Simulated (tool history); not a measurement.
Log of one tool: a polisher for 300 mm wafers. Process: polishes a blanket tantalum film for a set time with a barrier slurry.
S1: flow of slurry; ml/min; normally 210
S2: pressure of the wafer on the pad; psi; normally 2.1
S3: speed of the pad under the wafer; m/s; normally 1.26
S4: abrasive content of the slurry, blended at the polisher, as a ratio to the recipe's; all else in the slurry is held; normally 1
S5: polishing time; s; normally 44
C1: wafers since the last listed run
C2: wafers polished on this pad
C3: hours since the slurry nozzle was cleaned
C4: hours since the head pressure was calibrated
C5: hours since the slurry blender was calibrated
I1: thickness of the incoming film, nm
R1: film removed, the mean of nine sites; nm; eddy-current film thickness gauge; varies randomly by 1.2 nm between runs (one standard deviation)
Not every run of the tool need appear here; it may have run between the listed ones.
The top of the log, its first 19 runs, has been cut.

At day 66.725: slurry blender recalibrated.
At day 67.55: head pressure recalibrated.
Run 20, day 69.333: usual settings but S1 265 ml/min, S2 1.9 psi, S4 0.8, S5 58 s; C1 675; C2 2185; C3 443.2; C4 42.8; C5 62.6; I1 270.2. Result: R1 95.7 nm.
Run 21, day 72.654: usual settings but S3 1.66 m/s, S4 1.1; C1 538; C2 2723; C3 522.9; C4 122.5; C5 142.3; I1 271.5. Result: R1 105 nm.
Run 22, day 74.796: usual settings; C1 347; C2 3071; C3 574.3; C4 173.9; C5 193.7; I1 271.4. Result: R1 79.1 nm.
Run 23, day 76.821: usual settings but S4 0.85; C1 328; C2 3399; C3 622.9; C4 222.5; C5 242.3; I1 269.3. Result: R1 77.1 nm.
At day 77.592: slurry nozzle cleaned.
Run 24, day 78.879: usual settings but S2 1.8 psi, S5 50 s; C1 327; C2 3726; C3 30.9; C4 271.9; C5 291.7; I1 272.2. Result: R1 82 nm.
At day 81.762: worn pad replaced by a new one.
Run 25, day 82.775: usual settings; C1 604; C2 164; C3 124.4; C4 365.4; C5 385.2; I1 272.3. Result: R1 83.4 nm.
Run 26, day 88.254: usual settings but S5 35 s; C1 888; C2 1052; C3 255.9; C4 496.9; C5 516.7; I1 273.5. Result: R1 64.3 nm.
Run 27, day 91.679: usual settings but S2 2.4 psi, S3 0.96 m/s, S5 37 s; C1 555; C2 1608; C3 338.1; C4 579.1; C5 598.9; I1 272.5. Result: R1 57.3 nm.
At day 94.654: head pressure recalibrated.
At day 95.175: slurry blender recalibrated.
Run 28, day 95.762: usual settings but S1 235 ml/min, S4 1.15, S5 52 s; C1 635; C2 2243; C3 436.1; C4 26.6; C5 14.1; I1 267.5. Result: R1 100 nm.
Run 29, day 97.979: usual settings; C1 359; C2 2602; C3 489.3; C4 79.8; C5 67.3; I1 274.4. Result: R1 77.6 nm.
Run 30, day 100.821: usual settings but S1 250 ml/min, S2 2.8 psi; C1 460; C2 3063; C3 557.5; C4 148; C5 135.5; I1 270.2. Result: R1 105.3 nm.
At day 102.746: slurry nozzle cleaned.
Run 31, day 104.4: usual settings but S2 1.5 psi, S3 1.62 m/s, S4 0.7, S5 49 s; C1 573; C2 3637; C3 39.7; C4 233.9; C5 221.4; I1 266.2. Result: R1 78.6 nm.

Below are 3 alternative next runs, each starting from the tool's condition after run 31. Predict each:
Run A, day 104.417: usual settings but S5 39 s; C1 2; C2 3640; C3 40.1; C4 234.3; C5 221.8; I1 269.3. Result: R1 ?.
Run B, day 104.417: usual settings but S1 250 ml/min, S2 2.3 psi, S5 30 s; C1 2; C2 3640; C3 40.1; C4 234.3; C5 221.8; I1 269.3. Result: R1 ?.
Run C, day 104.417: usual settings but S2 2.7 psi, S4 0.8, S5 30 s; C1 2; C2 3640; C3 40.1; C4 234.3; C5 221.8; I1 269.3. Result: R1 ?.

run    R1
  A  75.5
  B  65.1
  C  70.7
Without the tool's hidden state the same runs would have given:
run    R1
  A  76.6
  B  65.9
  C  71.8
